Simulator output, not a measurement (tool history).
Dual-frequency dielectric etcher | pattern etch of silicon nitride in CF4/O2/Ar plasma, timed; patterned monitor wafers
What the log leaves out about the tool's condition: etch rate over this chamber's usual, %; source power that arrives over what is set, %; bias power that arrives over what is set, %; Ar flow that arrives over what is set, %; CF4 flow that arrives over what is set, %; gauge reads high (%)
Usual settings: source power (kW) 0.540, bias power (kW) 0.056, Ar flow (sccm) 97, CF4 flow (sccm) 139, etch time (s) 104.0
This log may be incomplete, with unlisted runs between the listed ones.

run     day  source power (kW)  bias power (kW)  Ar flow (sccm)  CF4 flow (sccm)  etch time (s)  wafers since the last listed run  hours since the last wet clean  hours since the last source power generator calibration  hours since the last bias power generator calibration  hours since the last Ar flow controller change  hours since the last CF4 flow controller change  hours since the last upper electrode change  hours since the gauge calibration  read-back reference wafer on the same gauge, depth_nm  mean etch depth across the wafer (Å)
  1   0.000              0.540            0.056              90              139          125.5                                 0                           181.3                                                   3099.0                                                   46.7                                          4132.1                                            264.7                                       5604.4                             1889.0                                                  261.3                                  2792
  2   3.538              0.540            0.056              97              139          104.0                              1089                           266.2                                                   3183.9                                                  131.6                                          4217.0                                            349.6                                       5689.3                             1973.9                                                  260.5                                  2311
  3   6.954              0.540            0.056              97              139          104.0                              1051                           348.2                                                   3265.9                                                  213.6                                          4299.0                                            431.6                                       5771.3                             2055.9                                                  261.0                                  2288
  4  11.121              0.650            0.065              97              139           93.5                              1282                           448.2                                                   3365.9                                                  313.6                                          4399.0                                            531.6                                       5871.3                             2155.9                                                  261.2                                  2504
  5  15.458              0.540            0.056              81              139          114.5                              1335                           552.3                                                   3470.0                                                  417.7                                          4503.1                                            635.7                                       5975.4                             2260.0                                                  260.7                                  2584
     16.758  -- wet clean of the chamber
     19.296  -- upper electrode replaced
  6  19.317              0.540            0.056              97              139          104.0                               572                            61.4                                                   3562.6                                                  510.3                                          4595.7                                            728.3                                          0.5                             2352.6                                                  260.9                                  2302
  7  21.846              0.540            0.066             115              129          125.0                               778                           122.1                                                   3623.3                                                  571.0                                          4656.4                                            789.0                                         61.2                             2413.3                                                  260.7                                  2764
  8  23.892              0.540            0.056              97              139          104.0                               629                           171.2                                                   3672.4                                                  620.1                                          4705.5                                            838.1                                        110.3                             2462.4                                                  261.2                                  2266
     23.925  -- gauge calibrated
  9  26.842              0.540            0.056              97              139          104.0                               908                           242.0                                                   3743.2                                                  690.9                                          4776.3                                            908.9                                        181.1                               70.0                                                  261.4                                  2298
 10  30.471              0.490            0.056              97              139           73.0                              1117                           329.1                                                   3830.3                                                  778.0                                          4863.4                                            996.0                                        268.2                              157.1                                                  260.8                                  1477
     31.929  -- Ar flow controller replaced
 11  34.558              0.540            0.068              76              139          104.0                              1181                           427.2                                                   3928.4                                                  876.1                                            63.1                                           1094.1                                        366.3                              255.2                                                  260.7                                  2446
     36.621  -- wet clean of the chamber
 12  38.112              0.540            0.065              97              139          131.0                               786                            35.8                                                   4013.7                                                  961.4                                           148.4                                           1179.4                                        451.6                              340.5                                                  261.2                                  3014
     38.996  -- source power generator calibrated
 13  42.521              0.540            0.056              97              139          104.0                              1305                           141.6                                                     84.6                                                 1067.2                                           254.2                                           1285.2                                        557.4                              446.3                                                  261.4                                  2303
 14  44.038              0.410            0.067              97              139          124.5                               466                           178.0                                                    121.0                                                 1103.6                                           290.6                                           1321.6                                        593.8                              482.7                                                  261.5                                  2235
 15  46.604              0.480            0.056              97              139          104.0                               790                           239.6                                                    182.6                                                 1165.2                                           352.2                                           1383.2                                        655.4                              544.3                                                  261.5                                  2050
 16  50.304              0.540            0.056              97              118          104.0                              1139                           328.4                                                    271.4                                                 1254.0                                           441.0                                           1472.0                                        744.2                              633.1                                                  260.8                                  2234
 17  54.100              0.600            0.056              97              116          104.0                              1168                           419.5                                                    362.5                                                 1345.1                                           532.1                                           1563.1                                        835.3                              724.2                                                  261.3                                  2479
 18  55.654              0.540            0.042              82              139          104.0                               478                           456.8                                                    399.8                                                 1382.4                                           569.4                                           1600.4                                        872.6                              761.5                                                  260.7                                  2189
 19  58.754              0.580            0.047             118              139          120.5                               954                           531.2                                                    474.2                                                 1456.8                                           643.8                                           1674.8                                        947.0                              835.9                                                  261.4                                  2645
     60.304  -- wet clean of the chamber
 20  62.854              0.540            0.052              81              173           77.0                               954                            61.2                                                    572.6                                                 1555.2                                           742.2                                           1773.2                                       1045.4                              934.3                                                  261.2                                  1746

Each row is a separate what-if for the run after 20, all from the same tool condition, not one after another. Results?
  A  62.871              0.540            0.056              97              139          104.0                                 5                            61.6                                                    573.0                                                 1555.6                                           742.6                                           1773.6                                       1045.8                              934.7                                                      ?                                     ?
  B  62.871              0.500            0.064              97              162           95.0                                 5                            61.6                                                    573.0                                                 1555.6                                           742.6                                           1773.6                                       1045.8                              934.7                                                      ?                                     ?
  C  62.871              0.540            0.056             105              139          104.0                                 5                            61.6                                                    573.0                                                 1555.6                                           742.6                                           1773.6                                       1045.8                              934.7                                                      ?                                     ?
  D  62.871              0.540            0.063              74              139           75.5                                 5                            61.6                                                    573.0                                                 1555.6                                           742.6                                           1773.6                                       1045.8                              934.7                                                      ?                                     ?
  E  62.871              0.540            0.056              97              130          104.0                                 5                            61.6                                                    573.0                                                 1555.6                                           742.6                                           1773.6                                       1045.8                              934.7                                                      ?                                     ?

run  read-back reference wafer on the same gauge, depth_nm  mean etch depth across the wafer (Å)
  A                                                  260.9                                  2289
  B                                                  260.9                                  2058
  C                                                  260.9                                  2270
  D                                                  260.9                                  1756
  E                                                  260.9                                  2266
The same runs, with their run-to-run variation unchanged, on a tool lacking any hidden condition would have given:
run  mean etch depth across the wafer (Å)
  A                                  2289
  B                                  2058
  C                                  2270
  D                                  1756
  E                                  2266

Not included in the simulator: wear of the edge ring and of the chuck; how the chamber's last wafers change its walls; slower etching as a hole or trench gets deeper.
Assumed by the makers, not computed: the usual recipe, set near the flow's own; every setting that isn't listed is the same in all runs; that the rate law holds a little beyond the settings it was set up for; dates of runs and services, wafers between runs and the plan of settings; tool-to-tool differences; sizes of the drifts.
